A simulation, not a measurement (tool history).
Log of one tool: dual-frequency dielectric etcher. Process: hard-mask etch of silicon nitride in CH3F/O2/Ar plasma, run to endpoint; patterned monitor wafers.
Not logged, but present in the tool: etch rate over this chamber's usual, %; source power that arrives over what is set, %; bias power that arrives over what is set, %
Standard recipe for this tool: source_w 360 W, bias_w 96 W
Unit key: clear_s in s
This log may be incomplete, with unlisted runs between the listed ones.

run	day	source_w	bias_w	wafers since the last listed run	hours since the last wet clean	hours since the last source power generator calibration	hours since the last bias power generator calibration	hours since the last upper electrode change	incoming incoming film thickness, nm	clear_s
1	0	420	77	0	26.8	3263.9	1183.5	2233.2	34.28	46.5
2	1.479	420	77	540	62.3	3299.4	1219	2268.7	33.99	46.8
3	3.142	420	77	607	102.2	3339.3	1258.9	2308.6	34.06	47.1
4	5.504	300	96	862	158.9	3396	1315.6	2365.3	34.13	49.6
5	6.954	300	96	529	193.7	3430.8	1350.4	2400.1	34.37	50.2
6	8.992	360	96	744	242.6	3479.7	1399.3	2449	34.45	47.7
7	10.15	360	86	423	270.4	3507.5	1427.1	2476.8	34.32	49.3
8	11.954	360	86	658	313.7	3550.8	1470.4	2520.1	34.15	49.3
9	13.296	360	84	490	345.9	3583	1502.6	2552.3	34.3	50.2
10	15.696	360	84	876	403.5	3640.6	1560.2	2609.9	34.33	49.8
11	18.188	360	106	910	463.3	3700.4	1620	2669.7	33.89	47
12	19.667	360	78	540	498.8	3735.9	1655.5	2705.2	33.96	51.2
# day 21.183: wet clean of the chamber
13	21.962	360	78	473	18.7	3791	1710.6	2760.3	34.13	48.3
14	24.133	360	96	792	70.8	3843.1	1762.7	2812.4	33.89	45.3
15	26.558	360	96	885	129	3901.3	1820.9	2870.6	34.17	46.7
16	29.329	360	96	1012	195.5	3967.8	1887.4	2937.1	34.07	47.1
17	30.946	360	106	590	234.3	4006.6	1926.2	2975.9	34.46	46.7
18	32.212	410	87	462	264.7	4037	1956.6	3006.3	34.35	47.4
# day 33.567: bias power generator calibrated
# day 33.683: upper electrode replaced
# day 33.783: source power generator calibrated
19	34.75	360	87	786	325.6	23.2	28.4	25.6	34.54	49.1
20	37.592	420	106	1037	393.8	91.4	96.6	93.8	34.11	44.6
21	39.262	360	78	610	433.9	131.5	136.7	133.9	33.91	50.2
# day 40.617: wet clean of the chamber
22	42.008	280	76	637	33.4	197.4	202.6	199.8	34.13	52.3
23	48.279	380	96	2290	183.9	347.9	353.1	350.3	34.04	46
24	50.225	360	96	710	230.6	394.6	399.8	397	34.17	46.9
25	51.55	360	112	483	262.4	426.4	431.6	428.8	33.98	45.2
26	53.229	310	90	613	302.7	466.7	471.9	469.1	34.16	50.1
27	55.058	360	96	668	346.6	510.6	515.8	513	34.1	47.4
28	57.321	270	96	826	400.9	564.9	570.1	567.3	34.09	52.3
# day 58.871: wet clean of the chamber
29	58.892	420	78	208	0.5	602.6	607.8	605	34.12	46.3
30	59.825	450	74	340	22.9	625	630.2	627.4	34.53	46.7
31	62.188	420	87	862	79.6	681.7	686.9	684.1	34.17	45.4
32	70.304	280	89	2964	274.4	876.5	881.7	878.9	33.79	50.6

Results for each run, recomputed without the tool's hidden state and with each run's random variation untouched:
run	clear_s
1	46.2
2	46.3
3	46.5
4	48.7
5	49
6	46.4
7	47.9
8	47.6
9	48.4
10	47.7
11	44.7
12	48.5
13	48
14	44.8
15	46
16	46.1
17	45.4
18	46
19	47.4
20	42.7
21	47.9
22	52
23	45
24	45.7
25	43.9
26	48.5
27	45.7
28	50.1
29	46.3
30	46.5
31	45
32	49.2

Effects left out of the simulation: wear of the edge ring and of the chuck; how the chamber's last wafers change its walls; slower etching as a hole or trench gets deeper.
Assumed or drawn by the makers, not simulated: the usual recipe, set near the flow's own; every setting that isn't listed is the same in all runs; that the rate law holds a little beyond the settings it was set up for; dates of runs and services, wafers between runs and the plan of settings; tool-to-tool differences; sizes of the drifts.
